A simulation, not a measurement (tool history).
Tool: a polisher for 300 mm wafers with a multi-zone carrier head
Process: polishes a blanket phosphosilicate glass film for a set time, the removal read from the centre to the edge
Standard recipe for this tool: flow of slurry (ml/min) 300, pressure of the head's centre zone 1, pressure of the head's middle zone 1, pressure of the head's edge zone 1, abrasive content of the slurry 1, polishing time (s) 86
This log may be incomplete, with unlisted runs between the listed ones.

run	hour	flow of slurry (ml/min)	pressure of the head's centre zone	pressure of the head's middle zone	pressure of the head's edge zone	abrasive content of the slurry	polishing time (s)	incoming thickness of the incoming film, nm	film removed at the wafer's centre (angstrom)	film removed at mid-radius (angstrom)	film removed at the wafer's edge (angstrom)
1	0	300	1.06	1	1	1	86	4046	11038	10056	10005
2	38.4	300	1	1.07	1	1	86	3995.5	10385	10675	10063
3	91	300	1	1	1	1	86	4057.2	10188	10149	10106
4	154.6	300	1	0.93	1	1	86	3936.3	10164	9128	10043
5	188.6	300	0.95	1	1.11	1.15	105	4004.2	12388	12784	13691
# hour 217.1: slurry nozzle cleaned
6	241.1	385	1	1	1	0.8	97	4035.8	10645	10175	10221
# hour 279.7: worn pad replaced by a new one
7	293	300	1.06	1	1	1	86	3960.9	11130	9917	10230
8	350.4	300	0.89	1	1.12	1	75	4028.8	7931	8500	9352
# hour 409.2: carrier head's membrane replaced by a new one
9	418.8	300	1	1	1.03	1.2	86	4044.7	11020	10888	11018
10	486.8	300	1	1	1	1	86	3989.2	10068	9818	9892
# hour 506.1: edge zone pressure recalibrated
# hour 540: slurry nozzle cleaned
11	551.9	220	1.1	1	1	1.2	86	4036.1	12042	10587	10781
# hour 603.4: worn pad replaced by a new one
12	610.8	300	1	0.92	0.94	1	86	3981.4	10281	9233	9808
13	682.1	300	1	1	1	1.25	86	3926.3	11457	11031	11197
# hour 709.8: centre zone pressure recalibrated
14	729.9	300	0.89	1.07	0.95	1	107	3961.9	11294	13103	12084
15	772.5	235	1	1	1.09	1.1	68	3988.7	8005	7712	8410
16	807.2	300	1	1	1	1	111	3961.9	12568	12444	12665
17	869.5	270	1.08	1	1	1	57	3988.5	6854	6261	6390
# hour 918.6: worn pad replaced by a new one
# hour 933.3: slurry nozzle cleaned
18	936.3	345	1	1	1.09	1	86	3930.5	10345	10124	10685
19	979.8	300	1	1	1	1	109	3963.5	13233	12562	12797
20	1049.2	300	1	1	1	1	86	3978.7	10244	10006	10099

5 ways to go on from here, each from the tool as it stands after run 20. What would each give?
A	1049.6	300	1	1	1	1	86	4019.6	?	?	?
B	1049.6	300	1	1	0.88	0.75	86	4019.6	?	?	?
C	1049.6	390	1.08	1	1	1	69	4019.6	?	?	?
D	1049.6	300	1	1.04	1	1	86	4019.6	?	?	?
E	1049.6	255	1	1	1	0.7	86	4019.6	?	?	?

run	film removed at the wafer's centre (angstrom)	film removed at mid-radius (angstrom)	film removed at the wafer's edge (angstrom)
A	10420	9923	10227
B	8810	8391	8145
C	9296	8167	8369
D	10422	10258	10222
E	8224	7850	8131
Had the tool no hidden state, the same runs would have come out as:
run	film removed at the wafer's centre (angstrom)	film removed at mid-radius (angstrom)	film removed at the wafer's edge (angstrom)
A	10505	9996	10284
B	8882	8453	8190
C	9353	8213	8405
D	10508	10334	10279
E	8304	7919	8185
